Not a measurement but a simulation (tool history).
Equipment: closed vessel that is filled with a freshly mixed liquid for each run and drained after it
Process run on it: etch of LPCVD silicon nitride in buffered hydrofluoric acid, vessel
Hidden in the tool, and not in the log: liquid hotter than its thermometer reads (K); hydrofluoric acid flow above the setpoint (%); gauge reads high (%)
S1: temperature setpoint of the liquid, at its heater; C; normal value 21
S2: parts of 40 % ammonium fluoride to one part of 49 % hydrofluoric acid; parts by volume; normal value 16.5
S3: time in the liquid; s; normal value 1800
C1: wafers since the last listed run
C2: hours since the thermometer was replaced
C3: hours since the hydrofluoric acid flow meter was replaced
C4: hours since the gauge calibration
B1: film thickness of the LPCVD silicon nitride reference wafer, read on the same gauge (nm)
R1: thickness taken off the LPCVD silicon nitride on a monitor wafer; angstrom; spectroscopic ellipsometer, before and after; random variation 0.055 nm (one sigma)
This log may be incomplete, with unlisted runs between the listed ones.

run 1 hour=0 | S1=21 S2=16.5 S3=1800 | C1=0 C2=2640.3 C3=2394.4 C4=176.8 | B1=119.98 | R1=140
run 2 hour=31.6 | S1=21 S2=16.5 S3=2200 | C1=1216 C2=2671.9 C3=2426 C4=208.4 | B1=119.97 | R1=170.1
-- hour=35 thermometer replaced
run 3 hour=46.7 | S1=21 S2=16.5 S3=2200 | C1=542 C2=11.7 C3=2441.1 C4=223.5 | B1=120.02 | R1=148.2
run 4 hour=56.1 | S1=23.5 S2=16.5 S3=2635 | C1=361 C2=21.1 C3=2450.5 C4=232.9 | B1=120.01 | R1=203.8
run 5 hour=71.6 | S1=17.5 S2=16.5 S3=1800 | C1=596 C2=36.6 C3=2466 C4=248.4 | B1=119.94 | R1=99.6
run 6 hour=80.9 | S1=21 S2=16.5 S3=1800 | C1=357 C2=45.9 C3=2475.3 C4=257.7 | B1=120.01 | R1=121.9
run 7 hour=89.8 | S1=21 S2=16.5 S3=1800 | C1=342 C2=54.8 C3=2484.2 C4=266.6 | B1=119.97 | R1=123
run 8 hour=99.7 | S1=21 S2=16.5 S3=1800 | C1=380 C2=64.7 C3=2494.1 C4=276.5 | B1=119.97 | R1=122
run 9 hour=113.4 | S1=20 S2=16.5 S3=1800 | C1=527 C2=78.4 C3=2507.8 C4=290.2 | B1=120.03 | R1=115.5
run 10 hour=120.7 | S1=21 S2=16.5 S3=1800 | C1=280 C2=85.7 C3=2515.1 C4=297.5 | B1=120 | R1=121.2
run 11 hour=135 | S1=19 S2=13 S3=1445 | C1=550 C2=100 C3=2529.4 C4=311.8 | B1=119.99 | R1=109.8
run 12 hour=152.1 | S1=21 S2=16.5 S3=1800 | C1=658 C2=117.1 C3=2546.5 C4=328.9 | B1=119.99 | R1=122.3
run 13 hour=159 | S1=21 S2=22.5 S3=1800 | C1=265 C2=124 C3=2553.4 C4=335.8 | B1=120.02 | R1=93.3
run 14 hour=175 | S1=18 S2=16.5 S3=2750 | C1=615 C2=140 C3=2569.4 C4=351.8 | B1=120.04 | R1=157.7
-- hour=181.2 hydrofluoric acid flow meter replaced
run 15 hour=185 | S1=22.5 S2=16.5 S3=2445 | C1=346 C2=150 C3=3.8 C4=361.8 | B1=119.99 | R1=179.6
run 16 hour=191.8 | S1=25 S2=16.5 S3=1800 | C1=261 C2=156.8 C3=10.6 C4=368.6 | B1=120.03 | R1=153.3
run 17 hour=208.3 | S1=23.5 S2=12.5 S3=1800 | C1=634 C2=173.3 C3=27.1 C4=385.1 | B1=120.02 | R1=185.7
run 18 hour=223 | S1=17.5 S2=20 S3=1800 | C1=565 C2=188 C3=41.8 C4=399.8 | B1=119.99 | R1=83.3
run 19 hour=236.7 | S1=17 S2=21 S3=1440 | C1=527 C2=201.7 C3=55.5 C4=413.5 | B1=120 | R1=62.9
run 20 hour=244.1 | S1=19.5 S2=21 S3=2085 | C1=284 C2=209.1 C3=62.9 C4=420.9 | B1=120.01 | R1=105.3
-- hour=256.6 gauge calibrated
run 21 hour=260 | S1=21 S2=16.5 S3=1800 | C1=611 C2=225 C3=78.8 C4=3.4 | B1=120.03 | R1=124.2
run 22 hour=273.4 | S1=21 S2=16.5 S3=1800 | C1=515 C2=238.4 C3=92.2 C4=16.8 | B1=120.02 | R1=122.6
run 23 hour=283.3 | S1=21 S2=13 S3=2270 | C1=380 C2=248.3 C3=102.1 C4=26.7 | B1=119.95 | R1=196
run 24 hour=293.8 | S1=22.5 S2=19.5 S3=1800 | C1=404 C2=258.8 C3=112.6 C4=37.2 | B1=120.04 | R1=113.4
run 25 hour=300.7 | S1=25.5 S2=16.5 S3=1190 | C1=265 C2=265.7 C3=119.5 C4=44.1 | B1=120.02 | R1=103.7
run 26 hour=307.8 | S1=17 S2=21 S3=1440 | C1=273 C2=272.8 C3=126.6 C4=51.2 | B1=119.97 | R1=62.7
run 27 hour=314.8 | S1=19.5 S2=23 S3=1800 | C1=269 C2=279.8 C3=133.6 C4=58.2 | B1=120 | R1=85.3
run 28 hour=332.2 | S1=21 S2=16.5 S3=1800 | C1=669 C2=297.2 C3=151 C4=75.6 | B1=120.05 | R1=123.2
run 29 hour=343.5 | S1=21 S2=20 S3=2090 | C1=434 C2=308.5 C3=162.3 C4=86.9 | B1=120.02 | R1=117.6
run 30 hour=358 | S1=21 S2=16.5 S3=1385 | C1=557 C2=323 C3=176.8 C4=101.4 | B1=119.99 | R1=94.5
run 31 hour=369.9 | S1=18.5 S2=16.5 S3=1800 | C1=457 C2=334.9 C3=188.7 C4=113.3 | B1=120 | R1=108.2
run 32 hour=378.2 | S1=23 S2=19.5 S3=2825 | C1=319 C2=343.2 C3=197 C4=121.6 | B1=120.05 | R1=184.4
run 33 hour=386.9 | S1=23 S2=20.5 S3=1185 | C1=334 C2=351.9 C3=205.7 C4=130.3 | B1=120 | R1=74.1

For some of the steps in R1 from one run to the next: how much would appear even if the tool had no hidden state, given the settings, what came in and random variation, and how much remains for the hidden state plus any gauge scatter that the measured result and the result without hidden state don't share?
Run 1 -> 2: S3 1800 -> 2200. R1 +30.1 angstrom: hidden state +4.6, all else +25.5.
Run 2 -> 3: thermometer replaced. R1 -21.9 angstrom: hidden state -22.6, all else +0.7.
Run 4 -> 5: S1 23.5 -> 17.5, S3 2635 -> 1800. R1 -104.2 angstrom: hidden state -1.3, all else -102.9.
Run 17 -> 18: S1 23.5 -> 17.5, S2 12.5 -> 20. R1 -102.4 angstrom: hidden state -2, all else -100.4.
Run 32 -> 33: S2 19.5 -> 20.5, S3 2825 -> 1185. R1 -110.3 angstrom: hidden state -3.3, all else -107.
